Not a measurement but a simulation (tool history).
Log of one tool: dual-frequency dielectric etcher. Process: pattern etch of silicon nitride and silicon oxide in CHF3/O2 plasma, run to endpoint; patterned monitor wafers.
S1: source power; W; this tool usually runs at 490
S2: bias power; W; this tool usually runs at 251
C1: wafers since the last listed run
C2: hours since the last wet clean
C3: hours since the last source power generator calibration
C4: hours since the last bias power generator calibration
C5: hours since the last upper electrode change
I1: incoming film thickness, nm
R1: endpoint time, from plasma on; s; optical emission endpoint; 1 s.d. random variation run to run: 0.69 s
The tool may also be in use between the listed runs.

Run 1, hour 0.0: usual settings but S1 420 W; C1 0; C2 304.9; C3 3250.1; C4 3837.1; C5 4543.2; I1 201.8. Result: R1 138.0 s.
Run 2, hour 12.7: usual settings but S1 420 W; C1 93; C2 317.6; C3 3262.8; C4 3849.8; C5 4555.9; I1 202.6. Result: R1 139.2 s.
At hour 66.9: wet clean of the chamber.
Run 3, hour 67.4: usual settings but S2 217 W; C1 226; C2 0.5; C3 3317.5; C4 3904.5; C5 4610.6; I1 203.0. Result: R1 144.9 s.
Run 4, hour 70.9: usual settings but S2 217 W; C1 25; C2 4.0; C3 3321.0; C4 3908.0; C5 4614.1; I1 202.5. Result: R1 144.9 s.
Run 5, hour 87.3: usual settings but S2 217 W; C1 120; C2 20.4; C3 3337.4; C4 3924.4; C5 4630.5; I1 203.8. Result: R1 145.4 s.
At hour 103.7: bias power generator calibrated.
Run 6, hour 122.0: usual settings; C1 226; C2 55.1; C3 3372.1; C4 18.3; C5 4665.2; I1 201.4. Result: R1 135.7 s.
At hour 211.9: source power generator calibrated.
Run 7, hour 228.6: usual settings but S2 208 W; C1 755; C2 161.7; C3 16.7; C4 124.9; C5 4771.8; I1 202.1. Result: R1 144.8 s.
Run 8, hour 244.6: usual settings; C1 117; C2 177.7; C3 32.7; C4 140.9; C5 4787.8; I1 203.4. Result: R1 135.3 s.
Run 9, hour 273.7: usual settings but S1 530 W; C1 214; C2 206.8; C3 61.8; C4 170.0; C5 4816.9; I1 203.9. Result: R1 130.6 s.
Run 10, hour 288.0: usual settings but S1 530 W; C1 105; C2 221.1; C3 76.1; C4 184.3; C5 4831.2; I1 201.1. Result: R1 129.7 s.
Run 11, hour 324.9: usual settings but S1 530 W; C1 271; C2 258.0; C3 113.0; C4 221.2; C5 4868.1; I1 204.1. Result: R1 131.1 s.
Run 12, hour 345.2: usual settings but S1 550 W; C1 149; C2 278.3; C3 133.3; C4 241.5; C5 4888.4; I1 205.2. Result: R1 129.8 s.
Run 13, hour 372.7: usual settings but S1 550 W, S2 200 W; C1 202; C2 305.8; C3 160.8; C4 269.0; C5 4915.9; I1 202.2. Result: R1 139.6 s.
Run 14, hour 388.7: usual settings; C1 117; C2 321.8; C3 176.8; C4 285.0; C5 4931.9; I1 204.0. Result: R1 132.5 s.
At hour 426.1: wet clean of the chamber.
Run 15, hour 463.6: usual settings but S1 560 W, S2 314 W; C1 374; C2 37.5; C3 251.7; C4 359.9; C5 5006.8; I1 203.5. Result: R1 120.0 s.
At hour 513.3: upper electrode replaced, of another model than before.
Run 16, hour 513.8: usual settings; C1 192; C2 87.7; C3 301.9; C4 410.1; C5 0.5; I1 200.8. Result: R1 134.5 s.
Run 17, hour 527.2: usual settings but S1 560 W, S2 314 W; C1 98; C2 101.1; C3 315.3; C4 423.5; C5 13.9; I1 205.3. Result: R1 116.2 s.
Run 18, hour 548.0: usual settings but S1 570 W; C1 153; C2 121.9; C3 336.1; C4 444.3; C5 34.7; I1 203.0. Result: R1 131.2 s.
Run 19, hour 582.2: usual settings but S1 520 W, S2 313 W; C1 251; C2 156.1; C3 370.3; C4 478.5; C5 68.9; I1 205.2. Result: R1 117.3 s.
Run 20, hour 616.3: usual settings but S1 540 W, S2 223 W; C1 251; C2 190.2; C3 404.4; C4 512.6; C5 103.0; I1 204.6. Result: R1 143.8 s.
Run 21, hour 631.9: usual settings; C1 114; C2 205.8; C3 420.0; C4 528.2; C5 118.6; I1 203.5. Result: R1 134.8 s.
Run 22, hour 649.5: usual settings; C1 129; C2 223.4; C3 437.6; C4 545.8; C5 136.2; I1 203.3. Result: R1 133.8 s.
Run 23, hour 671.1: usual settings but S1 440 W, S2 189 W; C1 159; C2 245.0; C3 459.2; C4 567.4; C5 157.8; I1 203.4. Result: R1 170.4 s.
Run 24, hour 683.5: usual settings; C1 91; C2 257.4; C3 471.6; C4 579.8; C5 170.2; I1 202.3. Result: R1 131.8 s.
Run 25, hour 699.5: usual settings but S1 410 W; C1 117; C2 273.4; C3 487.6; C4 595.8; C5 186.2; I1 202.5. Result: R1 137.9 s.
Run 26, hour 734.2: usual settings but S1 550 W, S2 202 W; C1 255; C2 308.1; C3 522.3; C4 630.5; C5 220.9; I1 201.5. Result: R1 151.1 s.
Run 27, hour 750.1: usual settings but S1 390 W, S2 233 W; C1 117; C2 324.0; C3 538.2; C4 646.4; C5 236.8; I1 206.2. Result: R1 149.9 s.
At hour 793.4: wet clean of the chamber.
Run 28, hour 793.9: usual settings but S1 400 W, S2 225 W; C1 145; C2 0.5; C3 582.0; C4 690.2; C5 280.6; I1 205.1. Result: R1 156.9 s.
Run 29, hour 795.0: usual settings but S1 410 W, S2 310 W; C1 8; C2 1.6; C3 583.1; C4 691.3; C5 281.7; I1 202.9. Result: R1 125.4 s.

Run 30 has not been measured yet. What should we expect?
Run 30, hour 817.2: usual settings; C1 163; C2 23.8; C3 605.3; C4 713.5; C5 303.9; I1 204.2. Result: R1 ?.

{"run 30": {"R1": 138.8}}
The same run, on a tool lacking any hidden state, would have yielded R1 138.8 s.
